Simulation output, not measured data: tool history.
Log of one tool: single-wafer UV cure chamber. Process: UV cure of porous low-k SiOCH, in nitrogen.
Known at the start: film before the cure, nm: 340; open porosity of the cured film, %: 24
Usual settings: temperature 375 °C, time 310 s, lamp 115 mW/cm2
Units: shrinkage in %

run	hour	temperature	time	lamp	wafers since the last listed run	hours since the UV bulbs were replaced	wafers since the quartz window was cleaned	shrinkage
1	0.0	375	435	83	0	2001.5	3517	13.996
# hour 18.8: quartz window cleaned
2	34.8	375	435	83	401	2036.3	240	13.381
3	51.7	375	435	83	252	2053.2	493	13.601
4	84.8	375	310	94	495	2086.3	988	12.491
5	118.2	375	310	94	499	2119.7	1488	12.395
6	133.3	375	310	94	226	2134.8	1714	12.463
7	155.8	383	310	115	336	2157.3	2051	13.330
8	175.7	383	310	115	297	2177.2	2349	13.334
9	208.2	370	260	115	486	2209.7	2835	12.353
10	236.6	370	260	115	425	2238.1	3261	12.513
# hour 257.6: quartz window cleaned
11	266.3	370	260	115	324	2267.8	130	11.969
12	289.5	375	310	115	347	2291.0	477	12.908
13	309.6	375	310	115	300	2311.1	778	12.980
# hour 335.1: UV bulbs replaced
14	345.4	388	410	136	416	10.3	1195	17.261
15	381.2	375	240	115	535	46.1	1730	13.519
16	411.2	375	310	115	449	76.1	2180	15.334
17	435.5	375	155	115	363	100.4	2543	11.610
18	470.1	361	470	88	517	135.0	3061	15.584
19	509.1	375	415	86	583	174.0	3645	15.290
20	536.8	362	170	115	414	201.7	4060	11.791
21	554.1	375	310	115	258	219.0	4319	14.792
# hour 562.8: quartz window cleaned
22	569.7	384	310	92	113	234.6	103	13.895
23	585.1	375	310	149	230	250.0	333	16.434
24	617.6	360	130	98	486	282.5	820	9.610
25	644.1	375	355	136	396	309.0	1217	16.463
26	667.6	375	310	115	351	332.5	1568	14.993

Measured less the same run without the tool's hidden state. The same run-to-run variation is in both; the gauge's scatter may not be:
The hidden state here: lamp output below its setpoint, %; transmission lost against a clean window, %.
run	shrinkage
1	-1.556
2	-1.546
3	-1.602
4	-1.624
5	-1.673
6	-1.710
7	-1.750
8	-1.789
9	-1.838
10	-1.921
11	-1.898
12	-1.979
13	-2.034
14	-0.044
15	-0.043
16	-0.046
17	-0.043
18	-0.050
19	-0.054
20	-0.053
21	-0.056
22	-0.058
23	-0.063
24	-0.060
25	-0.072
26	-0.076
